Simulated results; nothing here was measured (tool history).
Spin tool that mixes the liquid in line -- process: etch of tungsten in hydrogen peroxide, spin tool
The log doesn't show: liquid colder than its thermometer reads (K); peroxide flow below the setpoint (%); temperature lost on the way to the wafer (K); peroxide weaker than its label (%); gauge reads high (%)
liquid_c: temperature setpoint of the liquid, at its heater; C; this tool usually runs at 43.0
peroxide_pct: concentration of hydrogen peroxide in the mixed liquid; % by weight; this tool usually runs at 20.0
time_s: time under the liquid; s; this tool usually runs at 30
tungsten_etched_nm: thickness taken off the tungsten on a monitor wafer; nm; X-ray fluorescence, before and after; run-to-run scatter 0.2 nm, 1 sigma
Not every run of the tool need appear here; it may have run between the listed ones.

run,hour,liquid_c,peroxide_pct,time_s,wafers since the last listed run,hours since the thermometer was replaced,hours since the peroxide flow meter was replaced,hours since the heated supply line was repaired,hours since the drum of peroxide was connected,hours since the gauge calibration,"read-back film thickness of the tungsten reference wafer, read on the same gauge (nm)",tungsten_etched_nm
1,0.0,43.0,20.0,30,0,910.9,1657.1,1126.9,260.6,1960.5,50.00,23.87
2,35.7,43.0,20.0,20,642,946.6,1692.8,1162.6,296.3,1996.2,49.98,15.95
3,79.5,43.0,20.0,20,788,990.4,1736.6,1206.4,340.1,2040.0,49.98,15.86
# hour 118.8: gauge calibrated
4,145.5,43.0,20.0,30,1187,1056.4,1802.6,1272.4,406.1,26.7,50.02,23.89
5,191.6,43.0,23.5,30,829,1102.5,1848.7,1318.5,452.2,72.8,49.98,25.86
# hour 212.8: peroxide flow meter replaced
# hour 213.4: heated supply line repaired
6,230.7,43.0,22.5,30,673,1141.6,17.9,17.3,491.3,111.9,49.99,27.80
7,294.5,50.5,16.5,40,1147,1205.4,81.7,81.1,555.1,175.7,50.04,50.27
8,341.6,47.5,20.0,30,847,1252.5,128.8,128.2,602.2,222.8,50.03,34.62
9,406.6,43.0,20.0,30,1169,1317.5,193.8,193.2,667.2,287.8,50.01,26.41
10,456.2,43.0,20.0,35,892,1367.1,243.4,242.8,716.8,337.4,50.01,30.52
# hour 497.3: thermometer replaced
11,504.1,47.5,18.0,20,843,6.8,291.3,290.7,764.7,385.3,50.01,21.71
12,552.7,43.0,24.5,20,874,55.4,339.9,339.3,813.3,433.9,50.01,19.07
13,584.4,43.0,20.0,30,570,87.1,371.6,371.0,845.0,465.6,49.99,25.62
14,634.8,37.5,20.0,45,906,137.5,422.0,421.4,895.4,516.0,49.99,26.91
15,694.2,49.0,24.5,35,1068,196.9,481.4,480.8,954.8,575.4,50.03,48.61
16,755.5,43.0,20.0,25,1102,258.2,542.7,542.1,1016.1,636.7,50.00,21.36
17,789.0,40.0,25.0,30,602,291.7,576.2,575.6,1049.6,670.2,50.00,23.66
# hour 827.0: new drum of peroxide connected
18,846.0,33.5,14.0,40,1007,348.7,633.2,632.6,19.0,727.2,50.01,14.96
19,908.9,43.0,15.0,30,1131,411.6,696.1,695.5,81.9,790.1,49.99,21.93
20,958.0,43.0,16.5,20,883,460.7,745.2,744.6,131.0,839.2,50.01,15.12
21,1029.9,34.5,16.0,15,1293,532.6,817.1,816.5,202.9,911.1,49.96,6.39
22,1094.3,43.0,20.0,30,1158,597.0,881.5,880.9,267.3,975.5,50.00,24.90
23,1125.4,43.0,22.0,20,559,628.1,912.6,912.0,298.4,1006.6,49.99,17.27
24,1191.1,47.0,20.0,30,1182,693.8,978.3,977.7,364.1,1072.3,50.00,32.16
25,1241.7,47.5,20.0,30,910,744.4,1028.9,1028.3,414.7,1122.9,49.99,32.27
26,1282.0,43.0,20.0,30,725,784.7,1069.2,1068.6,455.0,1163.2,49.98,24.50

Predict each of these 4 candidate next runs independently; none follows another, all start after run 26:
A,1282.4,43.0,20.0,50,7,785.1,1069.6,1069.0,455.4,1163.6,?,?
B,1282.4,36.5,17.5,20,7,785.1,1069.6,1069.0,455.4,1163.6,?,?
C,1282.4,43.0,24.0,40,7,785.1,1069.6,1069.0,455.4,1163.6,?,?
D,1282.4,52.5,20.0,45,7,785.1,1069.6,1069.0,455.4,1163.6,?,?

run,"read-back film thickness of the tungsten reference wafer, read on the same gauge (nm)",tungsten_etched_nm
A,49.98,41.14
B,49.98,10.05
C,49.98,36.05
D,49.98,66.91
The same runs, with their run-to-run variation unchanged, on a tool lacking any hidden condition would have given:
run,tungsten_etched_nm
A,44.41
B,10.88
C,38.92
D,72.03

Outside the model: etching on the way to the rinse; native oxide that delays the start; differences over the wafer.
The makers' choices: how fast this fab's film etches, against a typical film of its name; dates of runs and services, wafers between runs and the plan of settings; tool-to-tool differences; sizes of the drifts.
